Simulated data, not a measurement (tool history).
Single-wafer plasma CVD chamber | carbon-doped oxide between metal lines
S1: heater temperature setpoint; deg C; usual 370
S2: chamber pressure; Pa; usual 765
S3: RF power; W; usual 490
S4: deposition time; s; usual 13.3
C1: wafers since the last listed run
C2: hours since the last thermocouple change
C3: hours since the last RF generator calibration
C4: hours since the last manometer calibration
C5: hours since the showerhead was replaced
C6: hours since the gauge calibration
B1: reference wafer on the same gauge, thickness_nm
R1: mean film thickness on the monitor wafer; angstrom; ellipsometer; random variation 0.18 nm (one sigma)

Run 1, hour 0.0: usual settings but S2 727 Pa; C1 0; C2 2196.0; C3 1568.7; C4 2131.3; C5 3300.9; C6 112.8; B1 82.998. Result: R1 676.94 angstrom.
Run 2, hour 25.7: usual settings but S2 727 Pa; C1 663; C2 2221.7; C3 1594.4; C4 2157.0; C5 3326.6; C6 138.5; B1 82.902. Result: R1 673.62 angstrom.
Run 3, hour 43.2: usual settings but S1 376 deg C; C1 452; C2 2239.2; C3 1611.9; C4 2174.5; C5 3344.1; C6 156.0; B1 82.920. Result: R1 671.64 angstrom.
Run 4, hour 74.3: usual settings but S1 376 deg C; C1 803; C2 2270.3; C3 1643.0; C4 2205.6; C5 3375.2; C6 187.1; B1 82.938. Result: R1 667.19 angstrom.
At hour 75.6: gauge calibrated.
Run 5, hour 102.1: usual settings but S1 376 deg C; C1 718; C2 2298.1; C3 1670.8; C4 2233.4; C5 3403.0; C6 26.5; B1 83.006. Result: R1 669.35 angstrom.
Run 6, hour 119.1: usual settings but S4 11.4 s; C1 439; C2 2315.1; C3 1687.8; C4 2250.4; C5 3420.0; C6 43.5; B1 83.041. Result: R1 580.04 angstrom.
At hour 132.6: thermocouple changed; heater temperature recalibrated.
Run 7, hour 141.9: usual settings but S4 11.4 s; C1 382; C2 9.3; C3 1710.6; C4 2273.2; C5 3442.8; C6 66.3; B1 83.029. Result: R1 578.41 angstrom.
Run 8, hour 154.8: usual settings; C1 333; C2 22.2; C3 1723.5; C4 2286.1; C5 3455.7; C6 79.2; B1 82.797. Result: R1 671.95 angstrom.
At hour 164.8: capacitance manometer re-zeroed and calibrated.
At hour 182.2: showerhead replaced.
Run 9, hour 182.7: usual settings but S2 932 Pa, S4 15.8 s; C1 307; C2 50.1; C3 1751.4; C4 17.9; C5 0.5; C6 107.1; B1 82.926. Result: R1 810.79 angstrom.
Run 10, hour 198.5: usual settings but S4 15.4 s; C1 408; C2 65.9; C3 1767.2; C4 33.7; C5 16.3; C6 122.9; B1 82.870. Result: R1 772.00 angstrom.
Run 11, hour 234.4: usual settings but S1 376 deg C; C1 927; C2 101.8; C3 1803.1; C4 69.6; C5 52.2; C6 158.8; B1 82.896. Result: R1 659.28 angstrom.
Run 12, hour 268.2: usual settings; C1 873; C2 135.6; C3 1836.9; C4 103.4; C5 86.0; C6 192.6; B1 82.772. Result: R1 667.71 angstrom.
At hour 284.8: gauge calibrated.
At hour 289.0: RF generator calibrated.
Run 13, hour 289.5: usual settings but S1 384 deg C, S2 840 Pa, S3 540 W; C1 343; C2 156.9; C3 0.5; C4 124.7; C5 107.3; C6 4.7; B1 82.918. Result: R1 751.50 angstrom.
Run 14, hour 315.8: usual settings but S1 382 deg C; C1 679; C2 183.2; C3 26.8; C4 151.0; C5 133.6; C6 31.0; B1 82.836. Result: R1 698.02 angstrom.
Run 15, hour 345.3: usual settings but S1 376 deg C, S2 643 Pa, S3 435 W, S4 12.2 s; C1 762; C2 212.7; C3 56.3; C4 180.5; C5 163.1; C6 60.5; B1 82.899. Result: R1 578.99 angstrom.
Run 16, hour 366.0: usual settings but S2 828 Pa, S3 435 W, S4 11.2 s; C1 534; C2 233.4; C3 77.0; C4 201.2; C5 183.8; C6 81.2; B1 82.877. Result: R1 565.13 angstrom.
Run 17, hour 383.1: usual settings but S4 14.7 s; C1 441; C2 250.5; C3 94.1; C4 218.3; C5 200.9; C6 98.3; B1 82.887. Result: R1 789.80 angstrom.

4 ways to go on from here, each from the tool as it stands after run 17. What would each give?
Run A, hour 383.5: usual settings; C1 10; C2 250.9; C3 94.5; C4 218.7; C5 201.3; C6 98.7; B1 ?. Result: R1 ?.
Run B, hour 383.5: usual settings but S1 380 deg C, S3 520 W, S4 11.0 s; C1 10; C2 250.9; C3 94.5; C4 218.7; C5 201.3; C6 98.7; B1 ?. Result: R1 ?.
Run C, hour 383.5: usual settings but S1 376 deg C, S2 920 Pa, S3 565 W, S4 14.6 s; C1 10; C2 250.9; C3 94.5; C4 218.7; C5 201.3; C6 98.7; B1 ?. Result: R1 ?.
Run D, hour 383.5: usual settings but S3 530 W; C1 10; C2 250.9; C3 94.5; C4 218.7; C5 201.3; C6 98.7; B1 ?. Result: R1 ?.

run      B1      R1
  A  83.019  714.11
  B  83.019  604.18
  C  83.019  864.94
  D  83.019  751.58
Without the tool's hidden state the same runs would have given:
run      R1
  A  715.95
  B  605.71
  C  867.07
  D  753.48

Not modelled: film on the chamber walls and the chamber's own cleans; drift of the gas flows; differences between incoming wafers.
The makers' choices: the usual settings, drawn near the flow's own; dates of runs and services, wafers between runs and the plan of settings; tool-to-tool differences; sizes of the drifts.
